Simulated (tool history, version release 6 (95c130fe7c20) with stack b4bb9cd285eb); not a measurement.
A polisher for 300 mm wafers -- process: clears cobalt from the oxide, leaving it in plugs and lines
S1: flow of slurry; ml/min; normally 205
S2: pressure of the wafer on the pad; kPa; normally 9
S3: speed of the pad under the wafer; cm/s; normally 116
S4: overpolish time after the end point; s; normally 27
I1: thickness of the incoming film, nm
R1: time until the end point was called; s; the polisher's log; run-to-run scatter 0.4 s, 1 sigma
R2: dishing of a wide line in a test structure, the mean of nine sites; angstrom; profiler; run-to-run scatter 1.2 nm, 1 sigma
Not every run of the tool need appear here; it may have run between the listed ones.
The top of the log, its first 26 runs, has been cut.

run   hour   S1  S2   S3  S4     I1    R1   R2
 27  626.1  205   9  116  27  170.2  55.1  608
     630.3  -- worn pad replaced by a new one
     638.2  -- slurry nozzle cleaned, repeated, since the last time left the tool worse
 28  640.1  205   9   88  42  166.7  61.5  701
 29  658.9  205   9  116  39  171.3    48  794
 30  674.3  205   9  116  27  169.5  47.5  660
 31  700.2  205   9  116  27  173.7    50  651
 32  735.5  205   9  116  27  169.7  48.3  662
 33  763.4  205   9  134  27  168.4  41.3  704
 34  794.7  165   9  116  27    172  52.1  626

Branching from run 34: 5 alternative next runs. What would each branch give?
  A  795.1  205     9  116  27  168.3   ?   ?
  B  795.1  205  11.7  116  38  168.3   ?   ?
  C  795.1  145   9.7   78  40  168.3   ?   ?
  D  795.1  140     9  116  27  168.3   ?   ?
  E  795.1  205  11.7  116  16  168.3   ?   ?

run    R1   R2
  A  47.7  656
  B  39.4  837
  C  72.1  651
  D  51.5  628
  E  39.4  533
The same runs, with their run-to-run variation unchanged, on a tool lacking any hidden condition would have given:
run    R1   R2
  A  46.6  664
  B  38.6  844
  C  69.9  662
  D  49.8  640
  E  38.6  541

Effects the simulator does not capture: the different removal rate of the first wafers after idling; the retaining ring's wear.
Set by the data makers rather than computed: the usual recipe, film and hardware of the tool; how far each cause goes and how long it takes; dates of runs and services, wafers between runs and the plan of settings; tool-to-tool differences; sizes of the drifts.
